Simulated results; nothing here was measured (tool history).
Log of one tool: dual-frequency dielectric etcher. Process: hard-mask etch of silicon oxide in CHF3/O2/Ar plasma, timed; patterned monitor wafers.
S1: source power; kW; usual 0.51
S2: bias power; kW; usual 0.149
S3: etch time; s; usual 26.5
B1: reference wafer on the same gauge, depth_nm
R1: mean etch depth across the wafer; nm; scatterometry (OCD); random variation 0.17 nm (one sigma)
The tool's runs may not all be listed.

run	hour	S1	S2	S3	B1	R1
1	0	0.51	0.149	24	39.47	40.53
2	39.8	0.51	0.149	24	39.47	40.42
3	108.6	0.42	0.149	26.5	39.55	41.44
4	161	0.42	0.149	26.5	39.47	41.56
5	232.8	0.42	0.149	26.5	39.43	41.59
6	274	0.51	0.149	26.5	39.58	44.87
7	301.5	0.51	0.149	26.5	39.52	44.81
8	361.3	0.51	0.127	24.5	39.51	38.52
9	431.1	0.51	0.127	24.5	39.48	38.44
10	577.8	0.51	0.149	26.5	39.47	44.71
11	715.3	0.51	0.158	26.5	39.42	45.94
12	768.6	0.51	0.158	26.5	39.48	46.06
13	833.9	0.51	0.149	26.5	39.49	44.68
14	880.6	0.51	0.149	26.5	39.5	45.09
15	933	0.38	0.171	19.5	39.49	31.14
16	1111.3	0.51	0.149	26.5	39.51	44.52
17	1138.4	0.54	0.149	20.5	39.49	35.33
18	1192.1	0.51	0.149	24	39.49	40.77
19	1251	0.51	0.149	30	39.5	50.59
20	1295.3	0.57	0.117	32	39.45	50.49
21	1341.5	0.46	0.149	26.5	39.54	42.72
22	1382.8	0.51	0.149	26.5	39.56	44.68
23	1439.2	0.46	0.171	26.5	39.49	45.55
24	1471	0.57	0.118	26.5	39.55	42.34
25	1497.9	0.4	0.121	26.5	39.49	37.17
26	1527.3	0.51	0.184	26.5	39.46	48.83
27	1598.8	0.56	0.149	30	39.48	52.5
28	1667	0.51	0.149	33	39.46	55.64
29	1761	0.51	0.125	26.5	39.5	41.15

Not shown: 8 entries that the log had between the listed runs. Between which runs, and how does the tool's hidden state differ before and after?
Between runs 2 and 3: gauge calibrated (hour 41.3)
  no hidden state differs between the two runs
Between runs 4 and 5: wet clean of the chamber (hour 222.3)
  no hidden state differs between the two runs
Between runs 10 and 11: bias power generator calibrated (hour 594.1); upper electrode replaced (hour 646.8)
  no hidden state differs between the two runs
Between runs 12 and 13: wet clean of the chamber (hour 819.3); source power generator calibrated (hour 832.7)
  no hidden state differs between the two runs
Between runs 18 and 19: gauge calibrated (hour 1226.2)
  no hidden state differs between the two runs
Between runs 21 and 22: wet clean of the chamber (hour 1382.3)
  no hidden state differs between the two runs
